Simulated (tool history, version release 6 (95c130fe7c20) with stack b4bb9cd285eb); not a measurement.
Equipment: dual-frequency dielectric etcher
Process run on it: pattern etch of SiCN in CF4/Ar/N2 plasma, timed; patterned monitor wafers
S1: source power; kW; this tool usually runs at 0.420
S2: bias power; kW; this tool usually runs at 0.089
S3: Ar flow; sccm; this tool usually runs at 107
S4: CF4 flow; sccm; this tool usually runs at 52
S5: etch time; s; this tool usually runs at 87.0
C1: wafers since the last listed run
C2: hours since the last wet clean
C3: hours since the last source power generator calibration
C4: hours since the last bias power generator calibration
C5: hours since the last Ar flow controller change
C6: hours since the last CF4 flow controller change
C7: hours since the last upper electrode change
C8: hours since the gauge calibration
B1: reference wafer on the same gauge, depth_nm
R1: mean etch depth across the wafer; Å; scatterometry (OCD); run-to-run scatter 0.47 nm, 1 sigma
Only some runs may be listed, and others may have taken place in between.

{"run": 1, "hour": 0.0, "S1": 0.38, "S2": 0.089, "S3": 107, "S4": 52, "S5": 87.0, "C1": 0, "C2": 5.9, "C3": 3953.1, "C4": 0.5, "C5": 5.0, "C6": 3526.2, "C7": 2522.4, "C8": 279.1, "B1": 75.1, "R1": 764}
{"run": 2, "hour": 14.8, "S1": 0.42, "S2": 0.089, "S3": 107, "S4": 52, "S5": 87.0, "C1": 105, "C2": 20.7, "C3": 3967.9, "C4": 15.3, "C5": 19.8, "C6": 3541.0, "C7": 2537.2, "C8": 293.9, "B1": 75.1, "R1": 846}
{"run": 3, "hour": 28.7, "S1": 0.42, "S2": 0.089, "S3": 107, "S4": 52, "S5": 87.0, "C1": 99, "C2": 34.6, "C3": 3981.8, "C4": 29.2, "C5": 33.7, "C6": 3554.9, "C7": 2551.1, "C8": 307.8, "B1": 74.9, "R1": 841}
{"run": 4, "hour": 58.5, "S1": 0.42, "S2": 0.089, "S3": 107, "S4": 52, "S5": 87.0, "C1": 213, "C2": 64.4, "C3": 4011.6, "C4": 59.0, "C5": 63.5, "C6": 3584.7, "C7": 2580.9, "C8": 337.6, "B1": 75.1, "R1": 835}
{"hour": 142.7, "done": "wet clean of the chamber, repeated, since the last time left the tool worse"}
{"hour": 146.7, "done": "CF4 flow controller replaced"}
{"hour": 167.0, "done": "upper electrode replaced"}
{"run": 5, "hour": 167.5, "S1": 0.42, "S2": 0.079, "S3": 107, "S4": 52, "S5": 73.5, "C1": 435, "C2": 24.8, "C3": 4120.6, "C4": 168.0, "C5": 172.5, "C6": 20.8, "C7": 0.5, "C8": 446.6, "B1": 75.0, "R1": 650}
{"run": 6, "hour": 167.8, "S1": 0.36, "S2": 0.089, "S3": 116, "S4": 52, "S5": 67.0, "C1": 2, "C2": 25.1, "C3": 4120.9, "C4": 168.3, "C5": 172.8, "C6": 21.1, "C7": 0.8, "C8": 446.9, "B1": 74.9, "R1": 525}
{"run": 7, "hour": 168.2, "S1": 0.42, "S2": 0.089, "S3": 107, "S4": 52, "S5": 62.5, "C1": 2, "C2": 25.5, "C3": 4121.3, "C4": 168.7, "C5": 173.2, "C6": 21.5, "C7": 1.2, "C8": 447.3, "B1": 75.1, "R1": 569}
{"run": 8, "hour": 191.6, "S1": 0.42, "S2": 0.089, "S3": 107, "S4": 52, "S5": 87.0, "C1": 167, "C2": 48.9, "C3": 4144.7, "C4": 192.1, "C5": 196.6, "C6": 44.9, "C7": 24.6, "C8": 470.7, "B1": 75.1, "R1": 790}
{"run": 9, "hour": 212.8, "S1": 0.47, "S2": 0.089, "S3": 107, "S4": 52, "S5": 87.0, "C1": 151, "C2": 70.1, "C3": 4165.9, "C4": 213.3, "C5": 217.8, "C6": 66.1, "C7": 45.8, "C8": 491.9, "B1": 75.0, "R1": 887}
{"hour": 214.2, "done": "gauge calibrated"}
{"run": 10, "hour": 239.2, "S1": 0.42, "S2": 0.089, "S3": 107, "S4": 52, "S5": 87.0, "C1": 189, "C2": 96.5, "C3": 4192.3, "C4": 239.7, "C5": 244.2, "C6": 92.5, "C7": 72.2, "C8": 25.0, "B1": 75.2, "R1": 798}
{"run": 11, "hour": 274.0, "S1": 0.42, "S2": 0.07, "S3": 124, "S4": 47, "S5": 110.5, "C1": 249, "C2": 131.3, "C3": 4227.1, "C4": 274.5, "C5": 279.0, "C6": 127.3, "C7": 107.0, "C8": 59.8, "B1": 75.1, "R1": 943}
{"run": 12, "hour": 302.3, "S1": 0.35, "S2": 0.089, "S3": 107, "S4": 40, "S5": 87.0, "C1": 202, "C2": 159.6, "C3": 4255.4, "C4": 302.8, "C5": 307.3, "C6": 155.6, "C7": 135.3, "C8": 88.1, "B1": 75.1, "R1": 660}
{"run": 13, "hour": 328.2, "S1": 0.42, "S2": 0.089, "S3": 107, "S4": 52, "S5": 87.0, "C1": 185, "C2": 185.5, "C3": 4281.3, "C4": 328.7, "C5": 333.2, "C6": 181.5, "C7": 161.2, "C8": 114.0, "B1": 75.1, "R1": 800}
{"hour": 338.5, "done": "source power generator calibrated"}
{"run": 14, "hour": 363.6, "S1": 0.42, "S2": 0.089, "S3": 107, "S4": 52, "S5": 112.5, "C1": 224, "C2": 220.9, "C3": 25.1, "C4": 364.1, "C5": 368.6, "C6": 216.9, "C7": 196.6, "C8": 149.4, "B1": 75.1, "R1": 1043}
{"run": 15, "hour": 382.4, "S1": 0.42, "S2": 0.073, "S3": 123, "S4": 52, "S5": 87.0, "C1": 134, "C2": 239.7, "C3": 43.9, "C4": 382.9, "C5": 387.4, "C6": 235.7, "C7": 215.4, "C8": 168.2, "B1": 75.1, "R1": 758}
{"run": 16, "hour": 404.6, "S1": 0.42, "S2": 0.089, "S3": 107, "S4": 52, "S5": 87.0, "C1": 158, "C2": 261.9, "C3": 66.1, "C4": 405.1, "C5": 409.6, "C6": 257.9, "C7": 237.6, "C8": 190.4, "B1": 75.2, "R1": 804}
{"run": 17, "hour": 437.1, "S1": 0.42, "S2": 0.089, "S3": 107, "S4": 52, "S5": 87.0, "C1": 232, "C2": 294.4, "C3": 98.6, "C4": 437.6, "C5": 442.1, "C6": 290.4, "C7": 270.1, "C8": 222.9, "B1": 75.2, "R1": 797}

What does the tool deliver on the next run?
{"run": 18, "hour": 470.4, "S1": 0.42, "S2": 0.089, "S3": 131, "S4": 52, "S5": 87.0, "C1": 238, "C2": 327.7, "C3": 131.9, "C4": 470.9, "C5": 475.4, "C6": 323.7, "C7": 303.4, "C8": 256.2, "B1": "?", "R1": "?"}

{"run 18": {"B1": 75.1, "R1": 787}}
Without the tool's hidden state the same run would have given R1 771 Å.
